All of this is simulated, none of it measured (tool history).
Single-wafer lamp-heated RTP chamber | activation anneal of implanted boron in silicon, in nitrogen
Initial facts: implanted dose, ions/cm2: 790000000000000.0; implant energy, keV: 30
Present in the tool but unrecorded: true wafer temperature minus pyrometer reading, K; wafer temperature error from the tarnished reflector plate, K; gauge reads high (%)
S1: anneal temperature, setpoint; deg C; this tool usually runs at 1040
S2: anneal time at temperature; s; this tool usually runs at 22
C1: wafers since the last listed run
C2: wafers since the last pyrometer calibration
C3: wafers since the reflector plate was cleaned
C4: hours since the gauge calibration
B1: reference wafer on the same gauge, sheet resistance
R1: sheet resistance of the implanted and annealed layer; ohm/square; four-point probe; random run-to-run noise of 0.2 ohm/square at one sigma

run	day	S1	S2	C1	C2	C3	C4	B1	R1
1	0.000	1040	22	0	2800	1861	96.9	159.05	134.95
2	1.408	1040	22	323	3123	2184	130.7	159.05	134.84
3	2.521	1040	22	255	3379	2440	157.4	158.97	134.85
4	3.608	1040	22	249	3628	2689	183.5	158.95	134.77
5	7.162	1040	22	816	4444	3505	268.8	158.97	134.84
6	7.971	1040	22	185	4630	3691	288.2	158.97	135.01
7	8.688	1019	22	164	4794	3856	305.4	158.99	136.55
# day 9.754: reflector plate cleaned
8	9.879	1019	22	197	4991	28	334.0	159.01	136.75
# day 10.579: pyrometer window cleaned and pyrometer calibrated
9	11.104	1055	22	204	120	233	363.4	159.10	134.26
10	15.438	1055	22	994	1115	1228	467.4	158.95	134.57
11	16.512	1040	22	246	1362	1475	493.2	158.98	134.69
12	17.112	1040	22	137	1499	1612	507.6	159.00	135.15
13	18.567	1017	19	333	1833	1946	542.5	159.03	136.80
14	19.621	1040	15	242	2075	2188	567.8	158.92	135.25
15	20.475	1040	32	196	2271	2384	588.3	158.97	134.10
16	21.542	1040	22	244	2516	2629	613.9	159.00	135.07
17	22.304	1016	22	175	2691	2804	632.2	159.06	137.18
# day 22.388: gauge calibrated
18	23.133	1059	12	190	2882	2995	17.9	159.08	134.78
19	24.025	1040	22	204	3087	3199	39.3	159.03	134.94
20	25.108	1066	15	248	3335	3448	65.3	158.95	134.29
21	26.538	1055	12	328	3663	3776	99.6	158.84	135.05
22	27.417	1058	27	201	3865	3978	120.7	159.07	133.58
23	28.046	1056	22	144	4010	4123	135.8	159.05	133.61
24	29.229	1060	22	271	4281	4394	164.2	159.13	133.95
# day 30.071: reflector plate cleaned
25	30.300	1014	35	169	4451	52	189.9	158.98	136.83

Here are 5 independent what-if runs from the current tool condition. What would each one return?
A	30.317	1040	13	3	4455	56	190.3	?	?
B	30.317	1012	10	3	4455	56	190.3	?	?
C	30.317	1063	11	3	4455	56	190.3	?	?
D	30.317	1054	9	3	4455	56	190.3	?	?
E	30.317	1010	18	3	4455	56	190.3	?	?

run	B1	R1
A	158.93	135.27
B	158.93	138.79
C	158.93	134.52
D	158.93	135.03
E	158.93	138.03
Without the tool's unlogged condition, the same runs would have read:
run	R1
A	135.27
B	138.79
C	134.52
D	135.03
E	138.03
